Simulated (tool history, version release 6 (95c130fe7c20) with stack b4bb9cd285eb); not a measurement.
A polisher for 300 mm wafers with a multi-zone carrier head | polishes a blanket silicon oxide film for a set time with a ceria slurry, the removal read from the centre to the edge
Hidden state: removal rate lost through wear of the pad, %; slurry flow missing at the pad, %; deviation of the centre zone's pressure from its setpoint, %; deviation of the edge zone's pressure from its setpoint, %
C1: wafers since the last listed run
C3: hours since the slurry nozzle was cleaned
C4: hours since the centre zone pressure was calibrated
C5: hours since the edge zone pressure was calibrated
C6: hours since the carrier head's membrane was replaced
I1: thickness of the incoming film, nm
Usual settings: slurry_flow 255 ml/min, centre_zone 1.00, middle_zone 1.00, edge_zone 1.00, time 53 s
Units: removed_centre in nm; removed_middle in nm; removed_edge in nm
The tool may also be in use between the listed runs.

{"run": 1, "hour": 0.0, "slurry_flow": 255, "centre_zone": 1.0, "middle_zone": 1.0, "edge_zone": 0.94, "time": 53, "C1": 0, "wafers polished on this pad": 460, "C3": 172.3, "C4": 1532.9, "C5": 1298.8, "C6": 468.0, "I1": 1118.8, "removed_centre": 333.8, "removed_middle": 388.6, "removed_edge": 369.6}
{"run": 2, "hour": 17.0, "slurry_flow": 255, "centre_zone": 1.0, "middle_zone": 1.0, "edge_zone": 0.94, "time": 53, "C1": 212, "wafers polished on this pad": 672, "C3": 189.3, "C4": 1549.9, "C5": 1315.8, "C6": 485.0, "I1": 1106.8, "removed_centre": 336.0, "removed_middle": 387.8, "removed_edge": 366.4}
{"run": 3, "hour": 39.4, "slurry_flow": 255, "centre_zone": 1.0, "middle_zone": 1.0, "edge_zone": 1.0, "time": 53, "C1": 279, "wafers polished on this pad": 952, "C3": 211.7, "C4": 1572.3, "C5": 1338.2, "C6": 507.4, "I1": 1104.8, "removed_centre": 347.3, "removed_middle": 390.2, "removed_edge": 377.0}
{"hour": 60.3, "done": "carrier head's membrane replaced by a new one"}
{"run": 4, "hour": 72.6, "slurry_flow": 255, "centre_zone": 1.0, "middle_zone": 1.0, "edge_zone": 1.0, "time": 53, "C1": 351, "wafers polished on this pad": 1304, "C3": 244.9, "C4": 1605.5, "C5": 1371.4, "C6": 12.3, "I1": 1110.2, "removed_centre": 344.1, "removed_middle": 388.2, "removed_edge": 388.2}
{"hour": 89.0, "done": "centre zone pressure recalibrated"}
{"run": 5, "hour": 90.9, "slurry_flow": 280, "centre_zone": 1.0, "middle_zone": 1.0, "edge_zone": 1.0, "time": 53, "C1": 203, "wafers polished on this pad": 1507, "C3": 263.2, "C4": 1.9, "C5": 1389.7, "C6": 30.6, "I1": 1109.8, "removed_centre": 386.6, "removed_middle": 389.6, "removed_edge": 382.5}
{"run": 6, "hour": 117.2, "slurry_flow": 280, "centre_zone": 1.0, "middle_zone": 1.0, "edge_zone": 1.0, "time": 53, "C1": 328, "wafers polished on this pad": 1836, "C3": 289.5, "C4": 28.2, "C5": 1416.0, "C6": 56.9, "I1": 1090.9, "removed_centre": 368.8, "removed_middle": 388.6, "removed_edge": 385.8}
{"hour": 129.6, "done": "edge zone pressure recalibrated"}
{"hour": 131.2, "done": "worn pad replaced by a new one"}
{"run": 7, "hour": 152.9, "slurry_flow": 280, "centre_zone": 1.0, "middle_zone": 1.0, "edge_zone": 1.0, "time": 53, "C1": 400, "wafers polished on this pad": 270, "C3": 325.2, "C4": 63.9, "C5": 23.3, "C6": 92.6, "I1": 1110.2, "removed_centre": 366.6, "removed_middle": 389.7, "removed_edge": 390.4}
{"run": 8, "hour": 168.4, "slurry_flow": 255, "centre_zone": 0.95, "middle_zone": 1.07, "edge_zone": 1.11, "time": 45, "C1": 193, "wafers polished on this pad": 463, "C3": 340.7, "C4": 79.4, "C5": 38.8, "C6": 108.1, "I1": 1101.3, "removed_centre": 311.7, "removed_middle": 346.6, "removed_edge": 343.7}
{"run": 9, "hour": 204.4, "slurry_flow": 255, "centre_zone": 1.0, "middle_zone": 1.0, "edge_zone": 1.0, "time": 53, "C1": 449, "wafers polished on this pad": 912, "C3": 376.7, "C4": 115.4, "C5": 74.8, "C6": 144.1, "I1": 1087.9, "removed_centre": 373.4, "removed_middle": 385.6, "removed_edge": 380.8}
{"run": 10, "hour": 223.0, "slurry_flow": 255, "centre_zone": 1.0, "middle_zone": 1.0, "edge_zone": 0.95, "time": 53, "C1": 232, "wafers polished on this pad": 1145, "C3": 395.3, "C4": 134.0, "C5": 93.4, "C6": 162.7, "I1": 1102.8, "removed_centre": 370.4, "removed_middle": 384.2, "removed_edge": 377.9}
{"run": 11, "hour": 256.1, "slurry_flow": 255, "centre_zone": 1.04, "middle_zone": 1.0, "edge_zone": 1.08, "time": 53, "C1": 413, "wafers polished on this pad": 1558, "C3": 428.4, "C4": 167.1, "C5": 126.5, "C6": 195.8, "I1": 1106.2, "removed_centre": 376.3, "removed_middle": 386.7, "removed_edge": 393.9}
{"run": 12, "hour": 276.5, "slurry_flow": 255, "centre_zone": 1.0, "middle_zone": 1.0, "edge_zone": 1.0, "time": 47, "C1": 254, "wafers polished on this pad": 1812, "C3": 448.8, "C4": 187.5, "C5": 146.9, "C6": 216.2, "I1": 1087.9, "removed_centre": 319.2, "removed_middle": 338.6, "removed_edge": 337.1}
{"hour": 288.5, "done": "worn pad replaced by a new one"}
{"run": 13, "hour": 295.9, "slurry_flow": 255, "centre_zone": 1.12, "middle_zone": 1.0, "edge_zone": 1.0, "time": 53, "C1": 192, "wafers polished on this pad": 92, "C3": 468.2, "C4": 206.9, "C5": 166.3, "C6": 235.6, "I1": 1115.4, "removed_centre": 402.5, "removed_middle": 389.6, "removed_edge": 380.9}
{"run": 14, "hour": 328.1, "slurry_flow": 255, "centre_zone": 1.0, "middle_zone": 1.0, "edge_zone": 1.0, "time": 46, "C1": 401, "wafers polished on this pad": 494, "C3": 500.4, "C4": 239.1, "C5": 198.5, "C6": 267.8, "I1": 1089.2, "removed_centre": 315.4, "removed_middle": 335.5, "removed_edge": 327.9}
{"hour": 330.7, "done": "slurry nozzle cleaned"}
{"run": 15, "hour": 355.2, "slurry_flow": 255, "centre_zone": 1.0, "middle_zone": 1.0, "edge_zone": 0.91, "time": 53, "C1": 325, "wafers polished on this pad": 819, "C3": 24.5, "C4": 266.2, "C5": 225.6, "C6": 294.9, "I1": 1097.6, "removed_centre": 364.0, "removed_middle": 385.2, "removed_edge": 369.8}
{"run": 16, "hour": 386.1, "slurry_flow": 255, "centre_zone": 1.0, "middle_zone": 1.04, "edge_zone": 1.0, "time": 53, "C1": 385, "wafers polished on this pad": 1205, "C3": 55.4, "C4": 297.1, "C5": 256.5, "C6": 325.8, "I1": 1103.7, "removed_centre": 358.1, "removed_middle": 399.7, "removed_edge": 392.6}
{"run": 17, "hour": 415.9, "slurry_flow": 230, "centre_zone": 1.0, "middle_zone": 1.0, "edge_zone": 1.0, "time": 53, "C1": 371, "wafers polished on this pad": 1577, "C3": 85.2, "C4": 326.9, "C5": 286.3, "C6": 355.6, "I1": 1112.9, "removed_centre": 355.2, "removed_middle": 376.5, "removed_edge": 385.3}
{"run": 18, "hour": 436.4, "slurry_flow": 255, "centre_zone": 1.0, "middle_zone": 1.0, "edge_zone": 1.0, "time": 53, "C1": 255, "wafers polished on this pad": 1833, "C3": 105.7, "C4": 347.4, "C5": 306.8, "C6": 376.1, "I1": 1091.0, "removed_centre": 364.0, "removed_middle": 388.7, "removed_edge": 381.6}
{"hour": 451.1, "done": "worn pad replaced by a new one"}
{"run": 19, "hour": 451.6, "slurry_flow": 200, "centre_zone": 1.0, "middle_zone": 0.92, "edge_zone": 1.0, "time": 53, "C1": 139, "wafers polished on this pad": 6, "C3": 120.9, "C4": 362.6, "C5": 322.0, "C6": 391.3, "I1": 1109.0, "removed_centre": 349.1, "removed_middle": 352.8, "removed_edge": 372.5}
{"run": 20, "hour": 461.6, "slurry_flow": 195, "centre_zone": 1.0, "middle_zone": 1.09, "edge_zone": 1.0, "time": 53, "C1": 124, "wafers polished on this pad": 131, "C3": 130.9, "C4": 372.6, "C5": 332.0, "C6": 401.3, "I1": 1094.2, "removed_centre": 348.8, "removed_middle": 404.4, "removed_edge": 364.4}
{"run": 21, "hour": 483.9, "slurry_flow": 255, "centre_zone": 1.11, "middle_zone": 0.94, "edge_zone": 1.08, "time": 69, "C1": 278, "wafers polished on this pad": 409, "C3": 153.2, "C4": 394.9, "C5": 354.3, "C6": 423.6, "I1": 1114.6, "removed_centre": 497.9, "removed_middle": 484.3, "removed_edge": 510.3}
{"run": 22, "hour": 503.0, "slurry_flow": 255, "centre_zone": 1.0, "middle_zone": 1.0, "edge_zone": 1.1, "time": 53, "C1": 238, "wafers polished on this pad": 648, "C3": 172.3, "C4": 414.0, "C5": 373.4, "C6": 442.7, "I1": 1108.4, "removed_centre": 354.7, "removed_middle": 385.5, "removed_edge": 399.8}
{"run": 23, "hour": 529.0, "slurry_flow": 255, "centre_zone": 1.0, "middle_zone": 1.0, "edge_zone": 1.0, "time": 67, "C1": 324, "wafers polished on this pad": 972, "C3": 198.3, "C4": 440.0, "C5": 399.4, "C6": 468.7, "I1": 1107.7, "removed_centre": 440.4, "removed_middle": 488.7, "removed_edge": 481.6}

Forecast each of these 3 alternatives for the next run:
{"run": "A", "hour": 529.4, "slurry_flow": 255, "centre_zone": 1.0, "middle_zone": 1.0, "edge_zone": 1.0, "time": 53, "C1": 4, "wafers polished on this pad": 977, "C3": 198.7, "C4": 440.4, "C5": 399.8, "C6": 469.1, "I1": 1119.3, "removed_centre": "?", "removed_middle": "?", "removed_edge": "?"}
{"run": "B", "hour": 529.4, "slurry_flow": 210, "centre_zone": 0.92, "middle_zone": 1.0, "edge_zone": 1.0, "time": 34, "C1": 4, "wafers polished on this pad": 977, "C3": 198.7, "C4": 440.4, "C5": 399.8, "C6": 469.1, "I1": 1119.3, "removed_centre": "?", "removed_middle": "?", "removed_edge": "?"}
{"run": "C", "hour": 529.4, "slurry_flow": 255, "centre_zone": 1.08, "middle_zone": 1.0, "edge_zone": 1.0, "time": 53, "C1": 4, "wafers polished on this pad": 977, "C3": 198.7, "C4": 440.4, "C5": 399.8, "C6": 469.1, "I1": 1119.3, "removed_centre": "?", "removed_middle": "?", "removed_edge": "?"}

run=A removed_centre=361.1 removed_middle=384.6 removed_edge=372.0
run=B removed_centre=211.9 removed_middle=241.7 removed_edge=234.9
run=C removed_centre=384.1 removed_middle=384.4 removed_edge=372.0
Without the tool's hidden state the same runs would have given:
run=A removed_centre=389.3 removed_middle=384.4 removed_edge=372.0
run=B removed_centre=228.6 removed_middle=241.6 removed_edge=234.9
run=C removed_centre=413.9 removed_middle=384.3 removed_edge=372.0

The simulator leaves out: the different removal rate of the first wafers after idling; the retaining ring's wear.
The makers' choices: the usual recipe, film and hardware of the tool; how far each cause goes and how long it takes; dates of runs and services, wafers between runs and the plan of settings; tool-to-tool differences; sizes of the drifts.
